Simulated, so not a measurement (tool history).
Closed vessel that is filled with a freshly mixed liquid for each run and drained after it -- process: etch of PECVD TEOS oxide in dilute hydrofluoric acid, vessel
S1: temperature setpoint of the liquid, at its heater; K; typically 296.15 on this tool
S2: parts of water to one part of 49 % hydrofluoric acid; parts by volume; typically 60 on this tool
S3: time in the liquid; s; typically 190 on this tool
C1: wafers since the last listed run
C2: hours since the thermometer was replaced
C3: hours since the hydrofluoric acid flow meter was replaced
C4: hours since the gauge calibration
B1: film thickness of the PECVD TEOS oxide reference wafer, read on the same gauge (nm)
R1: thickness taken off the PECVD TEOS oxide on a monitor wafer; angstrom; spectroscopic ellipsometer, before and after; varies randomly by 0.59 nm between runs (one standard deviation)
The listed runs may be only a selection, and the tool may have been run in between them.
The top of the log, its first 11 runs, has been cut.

run 12 day=5.750 | S1=291.65 S2=85 S3=280 | C1=1341 C2=501.7 C3=68.7 C4=272.2 | B1=110.04 | R1=495.4
run 13 day=6.229 | S1=296.15 S2=60 S3=190 | C1=1497 C2=513.2 C3=80.2 C4=283.7 | B1=110.01 | R1=590.0
run 14 day=6.938 | S1=299.15 S2=40 S3=125 | C1=2213 C2=530.2 C3=97.2 C4=300.7 | B1=110.00 | R1=673.9
-- day=7.483 gauge calibrated
run 15 day=8.792 | S1=299.65 S2=80 S3=110 | C1=5793 C2=574.7 C3=141.7 C4=31.4 | B1=110.04 | R1=281.0
run 16 day=9.475 | S1=296.15 S2=80 S3=115 | C1=2135 C2=591.1 C3=158.1 C4=47.8 | B1=109.95 | R1=260.7
run 17 day=10.112 | S1=291.65 S2=45 S3=190 | C1=1992 C2=606.4 C3=173.4 C4=63.1 | B1=109.99 | R1=662.4
run 18 day=10.608 | S1=294.15 S2=85 S3=190 | C1=1549 C2=618.3 C3=185.3 C4=75.0 | B1=110.02 | R1=376.6
run 19 day=10.892 | S1=296.15 S2=60 S3=190 | C1=885 C2=625.1 C3=192.1 C4=81.8 | B1=110.01 | R1=586.6
run 20 day=11.338 | S1=291.65 S2=60 S3=225 | C1=1393 C2=635.8 C3=202.8 C4=92.5 | B1=109.96 | R1=581.2
run 21 day=11.792 | S1=296.15 S2=60 S3=190 | C1=1419 C2=646.7 C3=213.7 C4=103.4 | B1=109.98 | R1=577.6
run 22 day=12.525 | S1=300.15 S2=60 S3=105 | C1=2291 C2=664.3 C3=231.3 C4=121.0 | B1=110.01 | R1=391.2
run 23 day=13.092 | S1=296.15 S2=60 S3=190 | C1=1770 C2=677.9 C3=244.9 C4=134.6 | B1=109.98 | R1=588.1
run 24 day=13.808 | S1=296.15 S2=60 S3=190 | C1=2239 C2=695.1 C3=262.1 C4=151.8 | B1=110.01 | R1=589.0
-- day=14.200 thermometer replaced
run 25 day=14.546 | S1=296.15 S2=60 S3=190 | C1=2174 C2=8.3 C3=279.8 C4=169.5 | B1=109.98 | R1=588.4
run 26 day=16.183 | S1=296.15 S2=40 S3=190 | C1=5116 C2=47.6 C3=319.1 C4=208.8 | B1=110.02 | R1=890.1
run 27 day=16.525 | S1=296.15 S2=60 S3=190 | C1=1067 C2=55.8 C3=327.3 C4=217.0 | B1=109.98 | R1=580.8
run 28 day=16.992 | S1=296.15 S2=75 S3=190 | C1=1458 C2=67.0 C3=338.5 C4=228.2 | B1=110.00 | R1=459.6
run 29 day=17.567 | S1=296.15 S2=60 S3=190 | C1=1796 C2=80.8 C3=352.3 C4=242.0 | B1=109.96 | R1=589.7
run 30 day=18.242 | S1=298.15 S2=40 S3=105 | C1=2109 C2=97.0 C3=368.5 C4=258.2 | B1=110.00 | R1=543.2
run 31 day=20.004 | S1=296.15 S2=60 S3=80 | C1=5507 C2=139.3 C3=410.8 C4=300.5 | B1=110.01 | R1=243.9
run 32 day=20.700 | S1=296.15 S2=60 S3=190 | C1=2174 C2=156.0 C3=427.5 C4=317.2 | B1=109.99 | R1=590.2

Forecast each of these 5 alternatives for the next run:
run A day=20.729 | S1=296.15 S2=60 S3=190 | C1=91 C2=156.7 C3=428.2 C4=317.9 | B1=? | R1=?
run B day=20.729 | S1=298.15 S2=35 S3=190 | C1=91 C2=156.7 C3=428.2 C4=317.9 | B1=? | R1=?
run C day=20.729 | S1=296.15 S2=90 S3=240 | C1=91 C2=156.7 C3=428.2 C4=317.9 | B1=? | R1=?
run D day=20.729 | S1=293.15 S2=60 S3=190 | C1=91 C2=156.7 C3=428.2 C4=317.9 | B1=? | R1=?
run E day=20.729 | S1=300.65 S2=40 S3=190 | C1=91 C2=156.7 C3=428.2 C4=317.9 | B1=? | R1=?

run=A B1=109.96 R1=584.9
run=B B1=109.96 R1=1125.7
run=C B1=109.96 R1=474.5
run=D B1=109.96 R1=516.2
run=E B1=109.96 R1=1083.2
With the hidden condition removed and each run's random variation left untouched, the same runs would have given:
run=A R1=584.9
run=B R1=1125.7
run=C R1=474.5
run=D R1=516.2
run=E R1=1083.2

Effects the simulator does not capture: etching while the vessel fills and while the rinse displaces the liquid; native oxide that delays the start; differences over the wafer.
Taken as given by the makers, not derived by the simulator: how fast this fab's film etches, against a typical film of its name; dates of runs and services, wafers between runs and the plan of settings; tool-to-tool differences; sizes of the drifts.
